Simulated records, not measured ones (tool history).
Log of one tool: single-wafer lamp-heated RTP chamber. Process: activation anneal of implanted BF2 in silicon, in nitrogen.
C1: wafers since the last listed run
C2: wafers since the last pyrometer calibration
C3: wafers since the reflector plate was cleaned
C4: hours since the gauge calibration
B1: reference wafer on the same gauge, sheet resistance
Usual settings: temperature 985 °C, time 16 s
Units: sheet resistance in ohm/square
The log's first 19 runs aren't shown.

{"run": 20, "hour": 230.8, "temperature": 959, "time": 7, "C1": 279, "C2": 3457, "C3": 515, "C4": 46.3, "B1": 329.91, "sheet resistance": 379.39}
{"run": 21, "hour": 241.5, "temperature": 962, "time": 16, "C1": 181, "C2": 3638, "C3": 697, "C4": 57.0, "B1": 330.19, "sheet resistance": 364.85}
{"run": 22, "hour": 254.3, "temperature": 957, "time": 25, "C1": 217, "C2": 3855, "C3": 914, "C4": 69.8, "B1": 330.05, "sheet resistance": 368.4}
{"hour": 278.0, "done": "pyrometer window cleaned and pyrometer calibrated"}
{"run": 23, "hour": 278.5, "temperature": 999, "time": 16, "C1": 274, "C2": 7, "C3": 1189, "C4": 94.0, "B1": 330.22, "sheet resistance": 338.89}
{"run": 24, "hour": 287.4, "temperature": 985, "time": 16, "C1": 150, "C2": 158, "C3": 1340, "C4": 102.9, "B1": 330.18, "sheet resistance": 344.82}
{"run": 25, "hour": 294.6, "temperature": 998, "time": 12, "C1": 122, "C2": 281, "C3": 1462, "C4": 110.1, "B1": 330.36, "sheet resistance": 343.24}
{"run": 26, "hour": 304.2, "temperature": 995, "time": 21, "C1": 162, "C2": 443, "C3": 1625, "C4": 119.7, "B1": 330.35, "sheet resistance": 339.77}
{"run": 27, "hour": 318.3, "temperature": 963, "time": 23, "C1": 239, "C2": 683, "C3": 1864, "C4": 133.8, "B1": 329.83, "sheet resistance": 359.92}
{"run": 28, "hour": 334.1, "temperature": 985, "time": 16, "C1": 268, "C2": 951, "C3": 2132, "C4": 149.6, "B1": 330.11, "sheet resistance": 343.09}
{"run": 29, "hour": 352.0, "temperature": 968, "time": 10, "C1": 303, "C2": 1254, "C3": 2435, "C4": 167.5, "B1": 330.45, "sheet resistance": 360.93}
{"run": 30, "hour": 369.2, "temperature": 1008, "time": 18, "C1": 291, "C2": 1546, "C3": 2727, "C4": 184.7, "B1": 329.98, "sheet resistance": 337.98}

Forecast each of these 4 alternatives for the next run:
{"run": "A", "hour": 369.6, "temperature": 985, "time": 16, "C1": 6, "C2": 1553, "C3": 2734, "C4": 185.1, "B1": "?", "sheet resistance": "?"}
{"run": "B", "hour": 369.6, "temperature": 985, "time": 21, "C1": 6, "C2": 1553, "C3": 2734, "C4": 185.1, "B1": "?", "sheet resistance": "?"}
{"run": "C", "hour": 369.6, "temperature": 977, "time": 12, "C1": 6, "C2": 1553, "C3": 2734, "C4": 185.1, "B1": "?", "sheet resistance": "?"}
{"run": "D", "hour": 369.6, "temperature": 975, "time": 24, "C1": 6, "C2": 1553, "C3": 2734, "C4": 185.1, "B1": "?", "sheet resistance": "?"}

run=A B1=329.76 sheet_resistance=344.62
run=B B1=329.76 sheet_resistance=342.97
run=C B1=329.76 sheet_resistance=351.10
run=D B1=329.76 sheet_resistance=347.26
Without the tool's hidden state the same runs would have given:
run=A sheet_resistance=346.34
run=B sheet_resistance=344.54
run=C sheet_resistance=353.98
run=D sheet_resistance=349.84
